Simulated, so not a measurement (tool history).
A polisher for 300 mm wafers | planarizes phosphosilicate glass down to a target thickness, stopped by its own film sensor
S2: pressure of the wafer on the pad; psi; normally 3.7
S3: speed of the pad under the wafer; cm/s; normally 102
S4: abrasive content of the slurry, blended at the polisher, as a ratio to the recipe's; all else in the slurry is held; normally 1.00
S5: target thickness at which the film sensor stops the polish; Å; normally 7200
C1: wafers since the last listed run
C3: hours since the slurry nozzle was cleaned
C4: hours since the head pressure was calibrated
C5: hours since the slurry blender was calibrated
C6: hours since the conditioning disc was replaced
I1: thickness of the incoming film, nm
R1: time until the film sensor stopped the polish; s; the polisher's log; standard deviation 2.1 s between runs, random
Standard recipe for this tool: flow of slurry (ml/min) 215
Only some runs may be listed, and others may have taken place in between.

Run 1, day 0.000: usual settings but S2 4.3 psi; C1 0; wafers polished on this pad 1913; C3 333.4; C4 100.5; C5 180.3; C6 286.9; I1 2027.6. Result: R1 110.0 s.
At day 0.529: worn pad replaced by a new one.
At day 1.208: conditioning disc replaced and pad reconditioned.
Run 2, day 2.371: usual settings but S2 4.3 psi; C1 344; wafers polished on this pad 286; C3 390.3; C4 157.4; C5 237.2; C6 27.9; I1 2097.4. Result: R1 115.8 s.
At day 4.496: slurry nozzle cleaned.
At day 6.842: slurry blender recalibrated.
Run 3, day 10.338: usual settings but S3 110 cm/s; C1 1275; wafers polished on this pad 1561; C3 140.2; C4 348.6; C5 83.9; C6 219.1; I1 2049.3. Result: R1 122.2 s.
At day 15.054: conditioning disc replaced and pad reconditioned.
At day 15.812: worn pad replaced by a new one.
At day 19.050: head pressure recalibrated.
At day 21.896: slurry nozzle cleaned.
At day 22.200: slurry blender recalibrated.
Run 4, day 22.954: usual settings but S5 9270 Å; C1 1976; wafers polished on this pad 1127; C3 25.4; C4 93.7; C5 18.1; C6 189.6; I1 2054.3. Result: R1 101.2 s.
Run 5, day 26.679: usual settings but S5 9270 Å; C1 605; wafers polished on this pad 1733; C3 114.8; C4 183.1; C5 107.5; C6 279.0; I1 2054.4. Result: R1 103.6 s.
Run 6, day 28.646: usual settings but S5 9270 Å; C1 319; wafers polished on this pad 2052; C3 162.0; C4 230.3; C5 154.7; C6 326.2; I1 2067.4. Result: R1 106.6 s.
At day 30.012: conditioning disc replaced and pad reconditioned.
Run 7, day 30.517: usual settings; C1 290; wafers polished on this pad 2343; C3 206.9; C4 275.2; C5 199.6; C6 12.1; I1 2084.6. Result: R1 130.5 s.
At day 30.946: worn pad replaced by a new one.
Run 8, day 32.179: usual settings; C1 243; wafers polished on this pad 200; C3 246.8; C4 315.1; C5 239.5; C6 52.0; I1 2101.7. Result: R1 133.2 s.
Run 9, day 35.562: usual settings but S2 2.8 psi; C1 550; wafers polished on this pad 750; C3 328.0; C4 396.3; C5 320.7; C6 133.2; I1 2097.1. Result: R1 157.1 s.
At day 37.450: slurry blender recalibrated.
Run 10, day 37.946: usual settings but S2 2.9 psi; C1 373; wafers polished on this pad 1124; C3 385.2; C4 453.5; C5 11.9; C6 190.4; I1 2038.9. Result: R1 141.9 s.
At day 40.721: head pressure recalibrated.
Run 11, day 41.908: usual settings but flow of slurry (ml/min) 255, S4 1.15, S5 9650 Å; C1 630; wafers polished on this pad 1755; C3 480.3; C4 28.5; C5 107.0; C6 285.5; I1 2029.7. Result: R1 93.2 s.
At day 42.521: conditioning disc replaced and pad reconditioned.
At day 43.742: slurry nozzle cleaned.
At day 43.912: worn pad replaced by a new one.
Run 12, day 44.383: usual settings but flow of slurry (ml/min) 185, S2 2.6 psi; C1 355; wafers polished on this pad 76; C3 15.4; C4 87.9; C5 166.4; C6 44.7; I1 2071.9. Result: R1 167.4 s.
Run 13, day 46.788: usual settings but S5 8580 Å; C1 390; wafers polished on this pad 467; C3 73.1; C4 145.6; C5 224.1; C6 102.4; I1 2080.8. Result: R1 114.1 s.
Run 14, day 49.867: usual settings but S3 68 cm/s; C1 500; wafers polished on this pad 967; C3 147.0; C4 219.5; C5 298.0; C6 176.3; I1 2050.2. Result: R1 150.9 s.
Run 15, day 51.479: usual settings but flow of slurry (ml/min) 290, S3 88 cm/s, S4 0.80, S5 4120 Å; C1 262; wafers polished on this pad 1230; C3 185.7; C4 258.2; C5 336.7; C6 215.0; I1 2059.1. Result: R1 194.9 s.
At day 53.042: slurry blender recalibrated.
Run 16, day 54.325: usual settings; C1 449; wafers polished on this pad 1679; C3 254.0; C4 326.5; C5 30.8; C6 283.3; I1 2046.5. Result: R1 123.1 s.
At day 55.104: conditioning disc replaced and pad reconditioned.
Run 17, day 56.042: usual settings but flow of slurry (ml/min) 165, S2 4.3 psi, S4 0.90; C1 265; wafers polished on this pad 1944; C3 295.2; C4 367.7; C5 72.0; C6 22.5; I1 2059.8. Result: R1 119.8 s.
At day 57.025: worn pad replaced by a new one.
Run 18, day 58.942: usual settings but flow of slurry (ml/min) 240; C1 444; wafers polished on this pad 311; C3 364.8; C4 437.3; C5 141.6; C6 92.1; I1 2078.8. Result: R1 125.2 s.
At day 62.196: head pressure recalibrated.
Run 19, day 62.479: usual settings but flow of slurry (ml/min) 290, S2 4.2 psi, S3 68 cm/s, S5 5590 Å; C1 561; wafers polished on this pad 873; C3 449.7; C4 6.8; C5 226.5; C6 177.0; I1 2040.6. Result: R1 153.8 s.
At day 65.046: slurry nozzle cleaned.
At day 68.912: slurry blender recalibrated.
Run 20, day 69.883: usual settings; C1 1183; wafers polished on this pad 2057; C3 116.1; C4 184.5; C5 23.3; C6 354.7; I1 2077.7. Result: R1 126.0 s.
At day 70.421: conditioning disc replaced and pad reconditioned.
Run 21, day 71.992: usual settings but flow of slurry (ml/min) 270; C1 329; wafers polished on this pad 2386; C3 166.7; C4 235.1; C5 73.9; C6 37.7; I1 2070.9. Result: R1 120.5 s.

Alternative continuations, all from the tool just after run 21; predict every row:
Run A, day 72.012: usual settings; C1 3; wafers polished on this pad 2389; C3 167.2; C4 235.6; C5 74.4; C6 38.2; I1 2079.5. Result: R1 ?.
Run B, day 72.012: usual settings but S4 1.20; C1 3; wafers polished on this pad 2389; C3 167.2; C4 235.6; C5 74.4; C6 38.2; I1 2079.5. Result: R1 ?.
Run C, day 72.012: usual settings but flow of slurry (ml/min) 160, S2 3.4 psi, S3 72 cm/s, S5 9810 Å; C1 3; wafers polished on this pad 2389; C3 167.2; C4 235.6; C5 74.4; C6 38.2; I1 2079.5. Result: R1 ?.

run     R1
  A  128.3
  B  115.4
  C  137.4
With no hidden state in the tool, these same runs would have given:
run     R1
  A  128.3
  B  115.4
  C  137.4
